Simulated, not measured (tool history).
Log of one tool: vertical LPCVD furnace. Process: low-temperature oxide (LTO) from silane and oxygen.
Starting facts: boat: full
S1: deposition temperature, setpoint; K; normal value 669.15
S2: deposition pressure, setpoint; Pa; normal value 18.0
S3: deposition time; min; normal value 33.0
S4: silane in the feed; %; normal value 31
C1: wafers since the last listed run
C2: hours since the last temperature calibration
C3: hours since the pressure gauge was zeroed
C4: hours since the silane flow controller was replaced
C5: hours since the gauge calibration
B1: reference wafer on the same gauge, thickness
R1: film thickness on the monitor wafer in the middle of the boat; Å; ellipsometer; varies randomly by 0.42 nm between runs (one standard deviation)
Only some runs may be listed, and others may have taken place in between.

run,hour,S1,S2,S3,S4,C1,C2,C3,C4,C5,B1,R1
1,0.0,669.15,18.0,33.0,31,0,1927.8,950.2,4491.4,1280.8,127.94,1402.9
2,89.5,669.15,18.0,33.0,31,1277,2017.3,1039.7,4580.9,1370.3,127.95,1404.5
3,173.5,669.15,18.0,26.5,31,1198,2101.3,1123.7,4664.9,1454.3,128.07,1135.7
4,242.9,669.15,18.0,33.0,31,990,2170.7,1193.1,4734.3,1523.7,127.90,1411.5
5,293.8,669.15,18.0,33.0,31,726,2221.6,1244.0,4785.2,1574.6,128.19,1408.0
6,354.3,669.15,18.0,33.0,31,863,2282.1,1304.5,4845.7,1635.1,128.12,1404.0
7,410.7,669.15,18.0,33.0,31,804,2338.5,1360.9,4902.1,1691.5,127.73,1404.4
8,489.7,669.15,18.0,33.0,31,1127,2417.5,1439.9,4981.1,1770.5,127.91,1403.8
9,545.4,669.15,18.0,33.0,31,794,2473.2,1495.6,5036.8,1826.2,127.96,1409.8
10,605.3,669.15,18.0,33.0,31,854,2533.1,1555.5,5096.7,1886.1,127.98,1408.5
11,675.4,669.15,18.0,33.0,31,1000,2603.2,1625.6,5166.8,1956.2,128.06,1405.8
12,711.7,669.15,16.7,33.0,31,517,2639.5,1661.9,5203.1,1992.5,128.10,1305.2
13,797.0,660.15,18.0,24.5,31,1217,2724.8,1747.2,5288.4,2077.8,127.89,939.8
# hour 820.3: gauge calibrated
14,872.2,669.15,18.0,33.0,31,1073,2800.0,1822.4,5363.6,51.9,127.73,1413.0
15,928.8,669.15,18.0,33.0,31,807,2856.6,1879.0,5420.2,108.5,128.02,1410.9
# hour 998.4: thermocouples replaced and temperature profile calibrated
16,1030.4,669.15,16.7,33.0,27,1107,32.0,1980.6,5521.8,210.1,127.98,1068.3
# hour 1107.0: pressure gauge zeroed
17,1350.8,669.15,18.0,33.0,31,4229,352.4,243.8,5842.2,530.5,128.15,1422.2
# hour 1433.2: silane flow controller replaced
18,1455.2,669.15,18.0,33.0,31,1147,456.8,348.2,22.0,634.9,128.02,1357.5
19,1497.4,669.15,18.0,45.0,37,602,499.0,390.4,64.2,677.1,127.97,2368.0

The next listed run, before its measurement:
20,1563.3,669.15,22.0,33.0,31,940,564.9,456.3,130.1,743.0,?,?

{"run 20": {"B1": 128.06, "R1": 1666.7}}
Without the tool's hidden state the same run would have given R1 1656.7 Å.
